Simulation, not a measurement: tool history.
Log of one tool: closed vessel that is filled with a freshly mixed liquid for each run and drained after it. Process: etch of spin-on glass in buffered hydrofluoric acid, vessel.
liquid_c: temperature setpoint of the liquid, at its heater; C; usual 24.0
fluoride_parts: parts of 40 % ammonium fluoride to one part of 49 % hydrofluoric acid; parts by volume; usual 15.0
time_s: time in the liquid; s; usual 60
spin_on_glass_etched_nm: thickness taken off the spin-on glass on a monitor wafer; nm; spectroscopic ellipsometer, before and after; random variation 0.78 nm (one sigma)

| run | hour | liquid_c | fluoride_parts | time_s | wafers since the last listed run | hours since the thermometer was replaced | hours since the hydrofluoric acid flow meter was replaced | hours since the gauge calibration | read-back film thickness of the spin-on glass reference wafer, read on the same gauge (nm) | spin_on_glass_etched_nm |
|---|---|---|---|---|---|---|---|---|---|---|
| 1 | 0.0 | 24.0 | 15.0 | 60 | 0 | 1659.6 | 1751.8 | 244.4 | 130.02 | 136.98 |
| 2 | 16.3 | 24.0 | 15.0 | 60 | 1323 | 1675.9 | 1768.1 | 260.7 | 130.01 | 137.19 |
| 3 | 29.5 | 24.0 | 15.0 | 60 | 1071 | 1689.1 | 1781.3 | 273.9 | 130.02 | 137.57 |
| 4 | 36.5 | 24.0 | 15.0 | 60 | 568 | 1696.1 | 1788.3 | 280.9 | 129.97 | 138.33 |
| 5 | 52.4 | 24.0 | 15.0 | 60 | 1291 | 1712.0 | 1804.2 | 296.8 | 130.01 | 137.59 |
| 6 | 67.7 | 24.0 | 18.0 | 60 | 1242 | 1727.3 | 1819.5 | 312.1 | 130.00 | 115.33 |
| 7 | 85.7 | 24.0 | 15.0 | 60 | 1461 | 1745.3 | 1837.5 | 330.1 | 129.98 | 137.62 |
| 8 | 93.1 | 27.5 | 15.0 | 60 | 600 | 1752.7 | 1844.9 | 337.5 | 129.99 | 165.41 |
| 9 | 102.2 | 27.5 | 15.0 | 60 | 738 | 1761.8 | 1854.0 | 346.6 | 129.96 | 164.41 |
| 10 | 115.1 | 27.5 | 15.0 | 60 | 1047 | 1774.7 | 1866.9 | 359.5 | 130.01 | 165.85 |
| 11 | 149.2 | 24.0 | 15.0 | 60 | 2769 | 1808.8 | 1901.0 | 393.6 | 130.00 | 137.10 |
| 12 | 158.8 | 24.0 | 15.0 | 60 | 779 | 1818.4 | 1910.6 | 403.2 | 129.99 | 137.67 |
| 13 | 174.0 | 24.0 | 13.5 | 35 | 1234 | 1833.6 | 1925.8 | 418.4 | 129.98 | 88.98 |
|  | 189.3 | gauge calibrated |
| 14 | 191.1 | 24.0 | 13.5 | 35 | 1388 | 1850.7 | 1942.9 | 1.8 | 129.99 | 88.24 |
| 15 | 203.1 | 24.0 | 15.0 | 60 | 974 | 1862.7 | 1954.9 | 13.8 | 130.01 | 136.21 |
|  | 207.8 | hydrofluoric acid flow meter replaced |
| 16 | 216.8 | 24.0 | 15.0 | 60 | 1031 | 1876.4 | 9.0 | 27.5 | 129.99 | 156.19 |
| 17 | 229.9 | 26.5 | 11.5 | 45 | 1063 | 1889.5 | 22.1 | 40.6 | 130.02 | 176.45 |
|  | 240.5 | thermometer replaced |
| 18 | 243.6 | 26.5 | 15.0 | 60 | 1031 | 3.1 | 35.8 | 54.3 | 130.01 | 162.16 |
| 19 | 252.4 | 26.5 | 17.0 | 60 | 714 | 11.9 | 44.6 | 63.1 | 129.98 | 141.68 |
| 20 | 266.2 | 24.0 | 17.5 | 30 | 1120 | 25.7 | 58.4 | 76.9 | 130.02 | 60.40 |
| 21 | 277.0 | 24.0 | 15.0 | 60 | 877 | 36.5 | 69.2 | 87.7 | 129.99 | 141.21 |
| 22 | 288.1 | 21.0 | 20.5 | 85 | 901 | 47.6 | 80.3 | 98.8 | 129.99 | 125.99 |
| 23 | 299.3 | 27.5 | 15.0 | 60 | 909 | 58.8 | 91.5 | 110.0 | 130.02 | 170.12 |
| 24 | 316.7 | 24.0 | 20.5 | 30 | 1413 | 76.2 | 108.9 | 127.4 | 130.01 | 52.53 |
| 25 | 365.9 | 24.0 | 15.0 | 60 | 3995 | 125.4 | 158.1 | 176.6 | 129.98 | 143.25 |
| 26 | 398.6 | 29.0 | 11.0 | 35 | 2655 | 158.1 | 190.8 | 209.3 | 130.00 | 145.98 |
| 27 | 405.1 | 24.0 | 15.0 | 60 | 527 | 164.6 | 197.3 | 215.8 | 130.01 | 141.03 |
| 28 | 411.7 | 24.0 | 15.0 | 40 | 535 | 171.2 | 203.9 | 222.4 | 130.01 | 94.80 |
| 29 | 429.6 | 28.5 | 12.5 | 30 | 1453 | 189.1 | 221.8 | 240.3 | 130.00 | 108.03 |

Forecast each of these 5 alternatives for the next run:
| A | 430.3 | 24.0 | 15.0 | 60 | 56 | 189.8 | 222.5 | 241.0 | ? | ? |
| B | 430.3 | 27.5 | 18.0 | 45 | 56 | 189.8 | 222.5 | 241.0 | ? | ? |
| C | 430.3 | 24.0 | 11.5 | 60 | 56 | 189.8 | 222.5 | 241.0 | ? | ? |
| D | 430.3 | 25.5 | 12.5 | 30 | 56 | 189.8 | 222.5 | 241.0 | ? | ? |
| E | 430.3 | 25.5 | 20.5 | 60 | 56 | 189.8 | 222.5 | 241.0 | ? | ? |

| run | read-back film thickness of the spin-on glass reference wafer, read on the same gauge (nm) | spin_on_glass_etched_nm |
|---|---|---|
| A | 130.00 | 141.65 |
| B | 130.00 | 107.20 |
| C | 130.00 | 183.77 |
| D | 130.00 | 91.84 |
| E | 130.00 | 114.38 |
Without the tool's hidden state the same runs would have given:
| run | spin_on_glass_etched_nm |
|---|---|
| A | 138.13 |
| B | 104.63 |
| C | 179.19 |
| D | 89.59 |
| E | 111.01 |
